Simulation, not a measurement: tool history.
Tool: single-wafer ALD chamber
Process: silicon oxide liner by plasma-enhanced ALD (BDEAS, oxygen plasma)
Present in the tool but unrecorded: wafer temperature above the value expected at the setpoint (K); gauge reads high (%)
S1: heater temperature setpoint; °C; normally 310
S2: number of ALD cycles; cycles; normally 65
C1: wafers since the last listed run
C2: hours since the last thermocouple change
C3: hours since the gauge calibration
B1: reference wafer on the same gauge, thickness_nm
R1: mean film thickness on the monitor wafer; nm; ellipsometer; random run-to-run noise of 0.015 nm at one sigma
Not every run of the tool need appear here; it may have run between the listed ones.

Run 1, hour 0: usual settings; C1 0; C2 2108.2; C3 36.5; B1 5.102. Result: R1 5.986 nm.
Run 2, hour 21: usual settings; C1 80; C2 2129.2; C3 57.5; B1 5.101. Result: R1 5.991 nm.
Run 3, hour 51.9: usual settings; C1 118; C2 2160.1; C3 88.4; B1 5.116. Result: R1 5.988 nm.
Run 4, hour 64.4: usual settings; C1 48; C2 2172.6; C3 100.9; B1 5.115. Result: R1 5.994 nm.
Run 5, hour 93.6: usual settings but S2 58 cycles; C1 112; C2 2201.8; C3 130.1; B1 5.118. Result: R1 5.368 nm.
Run 6, hour 113.3: usual settings but S2 56 cycles; C1 75; C2 2221.5; C3 149.8; B1 5.128. Result: R1 5.173 nm.
Run 7, hour 138.5: usual settings but S1 302 °C; C1 96; C2 2246.7; C3 175; B1 5.127. Result: R1 6.101 nm.
Run 8, hour 169.7: usual settings; C1 119; C2 2277.9; C3 206.2; B1 5.139. Result: R1 6.012 nm.
Run 9, hour 189.6: usual settings; C1 76; C2 2297.8; C3 226.1; B1 5.144. Result: R1 6.014 nm.
Run 10, hour 204.6: usual settings; C1 57; C2 2312.8; C3 241.1; B1 5.148. Result: R1 6.023 nm.
Run 11, hour 232.6: usual settings but S1 317 °C; C1 107; C2 2340.8; C3 269.1; B1 5.148. Result: R1 5.981 nm.
At hour 266.2: thermocouple changed; heater temperature recalibrated.
Run 12, hour 268.5: usual settings; C1 107; C2 2.3; C3 305; B1 5.156. Result: R1 6.046 nm.
Run 13, hour 298.2: usual settings; C1 114; C2 32; C3 334.7; B1 5.167. Result: R1 6.056 nm.
Run 14, hour 320.5: usual settings; C1 85; C2 54.3; C3 357; B1 5.166. Result: R1 6.065 nm.
Run 15, hour 334.8: usual settings; C1 54; C2 68.6; C3 371.3; B1 5.166. Result: R1 6.043 nm.
Run 16, hour 365.7: usual settings; C1 118; C2 99.5; C3 402.2; B1 5.173. Result: R1 6.079 nm.
Run 17, hour 385.4: usual settings; C1 75; C2 119.2; C3 421.9; B1 5.179. Result: R1 6.066 nm.
Run 18, hour 420.5: usual settings but S1 323 °C, S2 58 cycles; C1 134; C2 154.3; C3 457; B1 5.185. Result: R1 5.287 nm.
Run 19, hour 453.3: usual settings but S1 320 °C, S2 77 cycles; C1 125; C2 187.1; C3 489.8; B1 5.196. Result: R1 7.062 nm.
At hour 459.7: gauge calibrated.
Run 20, hour 489.2: usual settings but S1 297 °C, S2 75 cycles; C1 137; C2 223; C3 29.5; B1 5.104. Result: R1 7.109 nm.
Run 21, hour 513.5: usual settings but S1 301 °C, S2 76 cycles; C1 93; C2 247.3; C3 53.8; B1 5.111. Result: R1 7.114 nm.

What does the tool deliver on the next run?
Run 22, hour 538: usual settings; C1 94; C2 271.8; C3 78.3; B1 ?. Result: R1 ?.

For run 22 the tool returned B1 5.119, R1 6.002 nm.
Had the tool carried no hidden state, the very same run would have given R1 5.976 nm.
